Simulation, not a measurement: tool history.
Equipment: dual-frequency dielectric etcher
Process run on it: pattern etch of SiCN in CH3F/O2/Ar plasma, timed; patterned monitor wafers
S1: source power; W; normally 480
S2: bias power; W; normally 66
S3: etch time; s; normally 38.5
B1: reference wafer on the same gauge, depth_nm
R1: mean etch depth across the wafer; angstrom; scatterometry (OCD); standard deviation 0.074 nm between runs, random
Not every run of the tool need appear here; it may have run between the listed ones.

{"run": 1, "hour": 0.0, "S1": 480, "S2": 66, "S3": 38.5, "B1": 18.12, "R1": 160.5}
{"run": 2, "hour": 79.5, "S1": 480, "S2": 66, "S3": 38.5, "B1": 18.09, "R1": 161.6}
{"hour": 195.1, "done": "wet clean of the chamber"}
{"run": 3, "hour": 195.6, "S1": 480, "S2": 66, "S3": 38.5, "B1": 18.1, "R1": 161.8}
{"run": 4, "hour": 409.4, "S1": 480, "S2": 66, "S3": 38.5, "B1": 18.11, "R1": 162.9}
{"run": 5, "hour": 495.9, "S1": 480, "S2": 66, "S3": 38.5, "B1": 18.1, "R1": 162.4}
{"run": 6, "hour": 589.5, "S1": 540, "S2": 54, "S3": 38.5, "B1": 18.09, "R1": 160.7}
{"hour": 682.9, "done": "wet clean of the chamber"}
{"run": 7, "hour": 692.1, "S1": 540, "S2": 54, "S3": 38.5, "B1": 18.13, "R1": 161}
{"run": 8, "hour": 747.5, "S1": 540, "S2": 54, "S3": 38.5, "B1": 18.1, "R1": 160.3}
{"run": 9, "hour": 796.9, "S1": 480, "S2": 66, "S3": 43.5, "B1": 18.09, "R1": 182.7}
{"run": 10, "hour": 970.2, "S1": 480, "S2": 66, "S3": 43.5, "B1": 18.11, "R1": 183.3}
{"run": 11, "hour": 1022.8, "S1": 580, "S2": 66, "S3": 38.5, "B1": 18.08, "R1": 182.4}
{"run": 12, "hour": 1065.2, "S1": 580, "S2": 66, "S3": 38.5, "B1": 18.1, "R1": 183.1}
{"run": 13, "hour": 1102.7, "S1": 480, "S2": 66, "S3": 38.5, "B1": 18.1, "R1": 162.5}
{"hour": 1198.2, "done": "wet clean of the chamber"}
{"run": 14, "hour": 1198.7, "S1": 480, "S2": 66, "S3": 38.5, "B1": 18.11, "R1": 161.8}
{"hour": 1241.7, "done": "upper electrode replaced, of another model than before"}
{"hour": 1261.1, "done": "bias power generator calibrated"}
{"run": 15, "hour": 1286.8, "S1": 480, "S2": 66, "S3": 38.5, "B1": 18.1, "R1": 159.3}
{"run": 16, "hour": 1336.0, "S1": 480, "S2": 77, "S3": 38.5, "B1": 18.1, "R1": 175.9}
{"run": 17, "hour": 1427.6, "S1": 480, "S2": 66, "S3": 38.5, "B1": 18.09, "R1": 158.8}
{"run": 18, "hour": 1493.5, "S1": 480, "S2": 66, "S3": 38.5, "B1": 18.11, "R1": 159.5}
{"run": 19, "hour": 1532.9, "S1": 480, "S2": 66, "S3": 46, "B1": 18.1, "R1": 192.1}
{"run": 20, "hour": 1603.1, "S1": 410, "S2": 59, "S3": 43, "B1": 18.09, "R1": 159}
{"hour": 1635.1, "done": "wet clean of the chamber"}
{"run": 21, "hour": 1668.1, "S1": 530, "S2": 55, "S3": 41.5, "B1": 18.09, "R1": 159.9}
{"hour": 1690.4, "done": "gauge calibrated"}
{"run": 22, "hour": 1728.8, "S1": 480, "S2": 50, "S3": 38.5, "B1": 18.09, "R1": 134.3}
{"run": 23, "hour": 1806.8, "S1": 430, "S2": 75, "S3": 49.5, "B1": 18.11, "R1": 214.2}
{"run": 24, "hour": 1886.5, "S1": 360, "S2": 66, "S3": 38.5, "B1": 18.12, "R1": 146.9}
{"hour": 1910.7, "done": "source power generator calibrated"}
{"run": 25, "hour": 2056.7, "S1": 560, "S2": 80, "S3": 38.5, "B1": 18.11, "R1": 187.1}
{"hour": 2138.4, "done": "wet clean of the chamber"}
{"run": 26, "hour": 2138.9, "S1": 520, "S2": 52, "S3": 27.5, "B1": 18.09, "R1": 101.4}
{"run": 27, "hour": 2200.3, "S1": 480, "S2": 66, "S3": 38.5, "B1": 18.11, "R1": 160.5}
{"run": 28, "hour": 2294.5, "S1": 480, "S2": 66, "S3": 38.5, "B1": 18.12, "R1": 159.9}
{"run": 29, "hour": 2397.4, "S1": 480, "S2": 54, "S3": 46, "B1": 18.09, "R1": 170.1}

Forecast each of these 4 alternatives for the next run:
{"run": "A", "hour": 2397.8, "S1": 480, "S2": 66, "S3": 38.5, "B1": "?", "R1": "?"}
{"run": "B", "hour": 2397.8, "S1": 480, "S2": 54, "S3": 38.5, "B1": "?", "R1": "?"}
{"run": "C", "hour": 2397.8, "S1": 390, "S2": 51, "S3": 48.5, "B1": "?", "R1": "?"}
{"run": "D", "hour": 2397.8, "S1": 480, "S2": 59, "S3": 45, "B1": "?", "R1": "?"}

run=A B1=18.09 R1=161.3
run=B B1=18.09 R1=142.7
run=C B1=18.09 R1=162.4
run=D B1=18.09 R1=176.3
Without the tool's hidden state the same runs would have given:
run=A R1=160.9
run=B R1=142.3
run=C R1=162
run=D R1=175.8

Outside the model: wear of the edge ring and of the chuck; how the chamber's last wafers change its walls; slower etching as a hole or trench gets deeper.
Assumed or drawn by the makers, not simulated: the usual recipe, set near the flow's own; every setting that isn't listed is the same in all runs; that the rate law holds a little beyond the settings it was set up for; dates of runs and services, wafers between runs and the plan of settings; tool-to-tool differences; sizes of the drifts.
